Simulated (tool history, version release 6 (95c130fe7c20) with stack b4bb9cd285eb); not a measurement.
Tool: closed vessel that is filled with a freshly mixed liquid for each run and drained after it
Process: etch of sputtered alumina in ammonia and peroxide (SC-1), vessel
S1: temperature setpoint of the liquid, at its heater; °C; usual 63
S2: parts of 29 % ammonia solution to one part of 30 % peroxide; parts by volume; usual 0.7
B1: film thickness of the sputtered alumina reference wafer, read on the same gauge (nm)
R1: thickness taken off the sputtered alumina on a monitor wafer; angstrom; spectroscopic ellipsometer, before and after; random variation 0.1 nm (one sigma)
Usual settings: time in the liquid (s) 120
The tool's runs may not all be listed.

run 1 hour=0 | S1=63 S2=0.7 time_in_the_liquid_(s)=120 | B1=140.03 | R1=153.7
run 2 hour=15.3 | S1=63 S2=0.7 time_in_the_liquid_(s)=120 | B1=140.01 | R1=154.3
-- hour=21.9 thermometer replaced
run 3 hour=29.7 | S1=63 S2=0.7 time_in_the_liquid_(s)=120 | B1=139.99 | R1=167.1
run 4 hour=43.1 | S1=63 S2=0.8 time_in_the_liquid_(s)=120 | B1=139.98 | R1=171.8
-- hour=43.7 gauge calibrated
run 5 hour=51.2 | S1=63 S2=0.7 time_in_the_liquid_(s)=120 | B1=140.06 | R1=165.8
run 6 hour=58 | S1=66 S2=0.7 time_in_the_liquid_(s)=145 | B1=139.95 | R1=236
-- hour=69.3 new drum of ammonia solution connected
run 7 hour=74.6 | S1=63 S2=0.7 time_in_the_liquid_(s)=120 | B1=140.02 | R1=169.4
run 8 hour=88.9 | S1=53.5 S2=0.35 time_in_the_liquid_(s)=50 | B1=140.02 | R1=39.9
run 9 hour=97.4 | S1=56 S2=0.7 time_in_the_liquid_(s)=180 | B1=140.03 | R1=174.4
run 10 hour=113.9 | S1=59 S2=0.95 time_in_the_liquid_(s)=120 | B1=139.99 | R1=140.4
run 11 hour=122.2 | S1=63 S2=0.4 time_in_the_liquid_(s)=100 | B1=140 | R1=132.1
run 12 hour=135.8 | S1=59 S2=0.7 time_in_the_liquid_(s)=120 | B1=140.03 | R1=134.5
-- hour=139.6 ammonia flow meter replaced
run 13 hour=185.3 | S1=63 S2=0.7 time_in_the_liquid_(s)=120 | B1=140 | R1=164.9
run 14 hour=191.7 | S1=55.5 S2=0.7 time_in_the_liquid_(s)=120 | B1=139.96 | R1=113.1
run 15 hour=204.8 | S1=58 S2=0.7 time_in_the_liquid_(s)=120 | B1=140.01 | R1=128.8
run 16 hour=212 | S1=63 S2=0.7 time_in_the_liquid_(s)=120 | B1=140.03 | R1=164.1
run 17 hour=223.6 | S1=56 S2=0.4 time_in_the_liquid_(s)=150 | B1=140 | R1=135.1
run 18 hour=234.9 | S1=69 S2=0.45 time_in_the_liquid_(s)=190 | B1=140.01 | R1=332.7
run 19 hour=242.4 | S1=67.5 S2=0.5 time_in_the_liquid_(s)=120 | B1=139.98 | R1=198.3
run 20 hour=252.6 | S1=70 S2=0.5 time_in_the_liquid_(s)=160 | B1=139.98 | R1=297.9
run 21 hour=264.1 | S1=55 S2=0.7 time_in_the_liquid_(s)=150 | B1=140.01 | R1=134.1
run 22 hour=274.3 | S1=57.5 S2=0.6 time_in_the_liquid_(s)=55 | B1=139.98 | R1=55.4
run 23 hour=291.6 | S1=63 S2=0.35 time_in_the_liquid_(s)=80 | B1=140.02 | R1=102.3
run 24 hour=304.3 | S1=57 S2=0.7 time_in_the_liquid_(s)=120 | B1=140 | R1=118.3
run 25 hour=312.7 | S1=63 S2=0.7 time_in_the_liquid_(s)=120 | B1=139.99 | R1=163.4
run 26 hour=325.7 | S1=63 S2=0.7 time_in_the_liquid_(s)=120 | B1=140 | R1=162.8
run 27 hour=332.9 | S1=58 S2=0.6 time_in_the_liquid_(s)=120 | B1=139.95 | R1=123.1

5 ways to go on from here, each from the tool as it stands after run 27. What would each give?
run A hour=333.6 | S1=63 S2=0.7 time_in_the_liquid_(s)=120 | B1=? | R1=?
run B hour=333.6 | S1=56.5 S2=0.7 time_in_the_liquid_(s)=85 | B1=? | R1=?
run C hour=333.6 | S1=63 S2=0.7 time_in_the_liquid_(s)=90 | B1=? | R1=?
run D hour=333.6 | S1=63 S2=0.85 time_in_the_liquid_(s)=140 | B1=? | R1=?
run E hour=333.6 | S1=63 S2=0.9 time_in_the_liquid_(s)=150 | B1=? | R1=?

run=A B1=139.97 R1=163.4
run=B B1=139.97 R1=82.7
run=C B1=139.97 R1=122.6
run=D B1=139.97 R1=194.2
run=E B1=139.97 R1=209.2
Without the tool's hidden state the same runs would have given:
run=A R1=171.6
run=B R1=87
run=C R1=128.7
run=D R1=203.9
run=E R1=219.7
